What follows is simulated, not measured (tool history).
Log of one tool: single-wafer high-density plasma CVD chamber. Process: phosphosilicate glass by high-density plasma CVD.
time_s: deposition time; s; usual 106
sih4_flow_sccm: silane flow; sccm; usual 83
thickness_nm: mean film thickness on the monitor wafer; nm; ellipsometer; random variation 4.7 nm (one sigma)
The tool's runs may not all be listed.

run	hour	time_s	sih4_flow_sccm	wafers since the last listed run	hours since the silane flow controller was replaced	hours since the gauge calibration	read-back reference wafer on the same gauge, thickness_nm	thickness_nm
1	0.0	106	83	0	3115.8	79.8	795.505	797.800
2	37.3	106	83	583	3153.1	117.1	796.052	794.927
3	221.2	106	83	2879	3337.0	301.0	798.308	799.904
4	256.9	106	83	558	3372.7	336.7	801.109	804.382
5	290.1	106	83	519	3405.9	369.9	800.535	808.406
6	345.0	106	83	859	3460.8	424.8	801.285	805.143
7	372.8	99	83	435	3488.6	452.6	804.570	742.107
8	418.2	106	83	710	3534.0	498.0	804.022	803.263
9	443.2	106	83	391	3559.0	523.0	806.334	797.129
10	476.8	106	83	526	3592.6	556.6	807.995	796.577
11	530.9	106	83	846	3646.7	610.7	811.500	807.027
12	577.5	106	83	729	3693.3	657.3	813.126	813.197
13	624.8	106	83	740	3740.6	704.6	815.669	814.798
14	655.7	106	83	483	3771.5	735.5	816.956	810.665
15	693.7	106	83	594	3809.5	773.5	820.226	823.656
16	736.1	106	70	663	3851.9	815.9	822.740	701.156
# hour 762.7: silane flow controller replaced
17	786.6	112	76	665	23.9	866.4	826.397	801.771
# hour 795.9: gauge calibrated
18	817.4	93	89	482	54.7	21.5	795.939	739.976
19	988.1	94	83	2672	225.4	192.2	797.144	702.533
20	1054.8	119	92	1044	292.1	258.9	798.161	983.299
21	1125.8	95	96	1111	363.1	329.9	799.328	810.768
22	1173.2	106	83	742	410.5	377.3	801.727	802.180
23	1239.0	119	97	1030	476.3	443.1	803.780	1051.084
24	1308.0	120	68	1080	545.3	512.1	805.849	753.086
25	1333.1	106	83	392	570.4	537.2	808.586	803.336
26	1357.1	89	68	375	594.4	561.2	808.431	563.717
27	1415.6	106	83	915	652.9	619.7	811.352	812.786

Measured less the same run without the tool's hidden state. The same run-to-run variation is in both; the gauge's scatter may not be:
The hidden state here: delivered silane flow above the setpoint (%); gauge reads high (%).
run	thickness_nm
1	+0.487
2	+0.787
3	+3.954
4	+4.912
5	+5.904
6	+7.666
7	+7.984
8	+10.391
9	+11.336
10	+12.777
11	+15.487
12	+17.989
13	+20.611
14	+22.275
15	+24.935
16	+23.516
17	+30.167
18	+0.700
19	+1.984
20	+4.295
21	+5.275
22	+6.588
23	+11.510
24	+10.748
25	+12.527
26	+9.534
27	+16.542
